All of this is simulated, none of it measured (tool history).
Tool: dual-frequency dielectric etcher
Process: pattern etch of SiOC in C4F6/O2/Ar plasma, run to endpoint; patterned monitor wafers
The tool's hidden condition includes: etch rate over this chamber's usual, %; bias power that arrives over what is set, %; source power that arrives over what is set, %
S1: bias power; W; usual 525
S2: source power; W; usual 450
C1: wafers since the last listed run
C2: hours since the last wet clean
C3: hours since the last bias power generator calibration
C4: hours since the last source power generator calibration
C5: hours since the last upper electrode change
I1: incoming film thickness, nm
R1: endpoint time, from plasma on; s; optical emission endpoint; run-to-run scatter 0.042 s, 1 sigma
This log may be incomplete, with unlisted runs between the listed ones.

| run | day | S1 | S2 | C1 | C2 | C3 | C4 | C5 | I1 | R1 |
|---|---|---|---|---|---|---|---|---|---|---|
| 1 | 0 | 525 | 480 | 0 | 305.4 | 3130.1 | 1897.9 | 3591.1 | 26.15 | 8.8 |
| 2 | 1.008 | 611 | 450 | 322 | 329.6 | 3154.3 | 1922.1 | 3615.3 | 26.04 | 8.6 |
| 3 | 2.462 | 611 | 450 | 465 | 364.5 | 3189.2 | 1957 | 3650.2 | 26.09 | 8.6 |
| 4 | 2.996 | 611 | 450 | 170 | 377.3 | 3202 | 1969.8 | 3663 | 26.07 | 8.6 |
| 5 | 3.833 | 573 | 450 | 268 | 397.4 | 3222.1 | 1989.9 | 3683.1 | 26.01 | 8.9 |
| 6 | 4.6 | 525 | 450 | 245 | 415.8 | 3240.5 | 2008.3 | 3701.5 | 25.95 | 9.1 |
| 7 | 6.021 | 525 | 450 | 454 | 449.9 | 3274.6 | 2042.4 | 3735.6 | 25.86 | 9.1 |
| 8 | 6.979 | 525 | 450 | 306 | 472.9 | 3297.6 | 2065.4 | 3758.6 | 25.94 | 9.1 |
|  | 8.679 | wet clean of the chamber |
| 9 | 8.7 | 525 | 450 | 230 | 0.5 | 3338.9 | 2106.7 | 3799.9 | 26.3 | 8.9 |
| 10 | 9.583 | 525 | 450 | 282 | 21.7 | 3360.1 | 2127.9 | 3821.1 | 26 | 8.9 |
| 11 | 10.421 | 525 | 450 | 268 | 41.8 | 3380.2 | 2148 | 3841.2 | 25.82 | 8.7 |
| 12 | 11.85 | 525 | 450 | 457 | 76.1 | 3414.5 | 2182.3 | 3875.5 | 26 | 9 |
| 13 | 13.225 | 525 | 450 | 440 | 109.1 | 3447.5 | 2215.3 | 3908.5 | 26.26 | 9 |
|  | 14.071 | bias power generator calibrated |
| 14 | 14.408 | 451 | 480 | 325 | 137.5 | 8.1 | 2243.7 | 3936.9 | 25.91 | 9.2 |
| 15 | 15.425 | 407 | 360 | 325 | 161.9 | 32.5 | 2268.1 | 3961.3 | 26.11 | 10.7 |
| 16 | 18.688 | 635 | 480 | 1044 | 240.2 | 110.8 | 2346.4 | 4039.6 | 25.76 | 8.2 |
|  | 19.888 | source power generator calibrated |
|  | 20.825 | upper electrode replaced |
| 17 | 20.846 | 525 | 540 | 338 | 292 | 162.6 | 23 | 0.5 | 25.82 | 8.4 |
| 18 | 20.858 | 525 | 450 | 4 | 292.3 | 162.9 | 23.3 | 0.8 | 25.87 | 9 |
| 19 | 21.9 | 571 | 350 | 333 | 317.3 | 187.9 | 48.3 | 25.8 | 26.13 | 9.7 |
| 20 | 22.608 | 562 | 560 | 226 | 334.3 | 204.9 | 65.3 | 42.8 | 26.1 | 8.3 |
| 21 | 23.625 | 468 | 350 | 325 | 358.7 | 229.3 | 89.7 | 67.2 | 26 | 10.5 |
| 22 | 24.183 | 425 | 390 | 178 | 372.1 | 242.7 | 103.1 | 80.6 | 26.1 | 10.3 |
| 23 | 24.958 | 488 | 540 | 248 | 390.7 | 261.3 | 121.7 | 99.2 | 26.21 | 8.9 |
| 24 | 26.238 | 433 | 380 | 409 | 421.4 | 292 | 152.4 | 129.9 | 25.95 | 10.5 |
| 25 | 27.35 | 525 | 380 | 356 | 448.1 | 318.7 | 179.1 | 156.6 | 25.95 | 9.8 |

List, for all runs, the conditions of the tool that the log does not record:
bias power that arrives over what is set, %: 0 at every run
source power that arrives over what is set, %: 0 at every run
H1: etch rate over this chamber's usual, %
| run | H1 |
|---|---|
| 1 | -2.44 |
| 2 | -2.66 |
| 3 | -2.97 |
| 4 | -3.09 |
| 5 | -3.27 |
| 6 | -3.44 |
| 7 | -3.75 |
| 8 | -3.96 |
| 9 | -0.205 |
| 10 | -0.398 |
| 11 | -0.582 |
| 12 | -0.895 |
| 13 | -1.2 |
| 14 | -1.45 |
| 15 | -1.68 |
| 16 | -2.39 |
| 17 | -2.86 |
| 18 | -2.87 |
| 19 | -3.1 |
| 20 | -3.25 |
| 21 | -3.47 |
| 22 | -3.6 |
| 23 | -3.77 |
| 24 | -4.05 |
| 25 | -4.29 |

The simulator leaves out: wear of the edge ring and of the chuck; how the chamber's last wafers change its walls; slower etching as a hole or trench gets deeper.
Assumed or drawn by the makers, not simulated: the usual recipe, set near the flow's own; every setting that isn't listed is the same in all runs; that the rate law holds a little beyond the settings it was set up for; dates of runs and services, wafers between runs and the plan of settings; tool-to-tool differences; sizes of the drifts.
